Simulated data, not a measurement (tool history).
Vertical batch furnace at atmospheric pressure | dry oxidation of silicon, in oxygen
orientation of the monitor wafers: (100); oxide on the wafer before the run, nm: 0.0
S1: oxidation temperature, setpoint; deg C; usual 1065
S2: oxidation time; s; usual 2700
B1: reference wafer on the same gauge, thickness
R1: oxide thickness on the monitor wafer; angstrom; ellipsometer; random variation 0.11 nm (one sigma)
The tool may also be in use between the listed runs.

| run | hour | S1 | S2 | B1 | R1 |
|---|---|---|---|---|---|
| 1 | 0.0 | 1080 | 2700 | 80.99 | 849.2 |
| 2 | 13.4 | 1065 | 2700 | 81.07 | 757.4 |
| 3 | 28.4 | 1065 | 2700 | 81.09 | 755.2 |
| 4 | 41.1 | 1065 | 2700 | 81.13 | 758.3 |
| 5 | 52.8 | 1072 | 2700 | 81.16 | 802.8 |
| 6 | 61.6 | 1072 | 2700 | 81.19 | 801.7 |
| 7 | 73.2 | 1065 | 2700 | 81.18 | 756.9 |
| 8 | 85.8 | 1065 | 2700 | 81.24 | 759.9 |
| 9 | 93.5 | 1065 | 2700 | 81.27 | 758.8 |
| 10 | 137.1 | 1089 | 2700 | 81.32 | 914.1 |
| 11 | 141.8 | 1072 | 2070 | 81.32 | 680.9 |
| 12 | 146.6 | 1065 | 1560 | 81.30 | 543.5 |
| 13 | 160.9 | 1065 | 2040 | 81.30 | 638.0 |
| 14 | 190.3 | 1065 | 2040 | 80.51 | 633.5 |
| 15 | 207.4 | 1058 | 2310 | 80.65 | 646.3 |
| 16 | 220.6 | 1065 | 2700 | 80.73 | 752.7 |
| 17 | 232.1 | 1065 | 1440 | 80.82 | 514.0 |
| 18 | 247.0 | 1082 | 1470 | 80.90 | 597.0 |

Taken out of this log: 3 entries between the listed runs. Where each belongs, and how the hidden state differs across it:
Between runs 9 and 10: boat lift adjusted (hour 124.4); thermocouples replaced and temperature profile calibrated (hour 136.6)
  gauge reads high (%): 0.808 -> 0.875
  measured less the result without the state, R1: +6.1 -> +8.0 angstrom
Between runs 13 and 14: gauge calibrated (hour 184.2)
  gauge reads high (%): 0.899 -> -0.113
  measured less the result without the state, R1: +5.7 -> -0.7 angstrom

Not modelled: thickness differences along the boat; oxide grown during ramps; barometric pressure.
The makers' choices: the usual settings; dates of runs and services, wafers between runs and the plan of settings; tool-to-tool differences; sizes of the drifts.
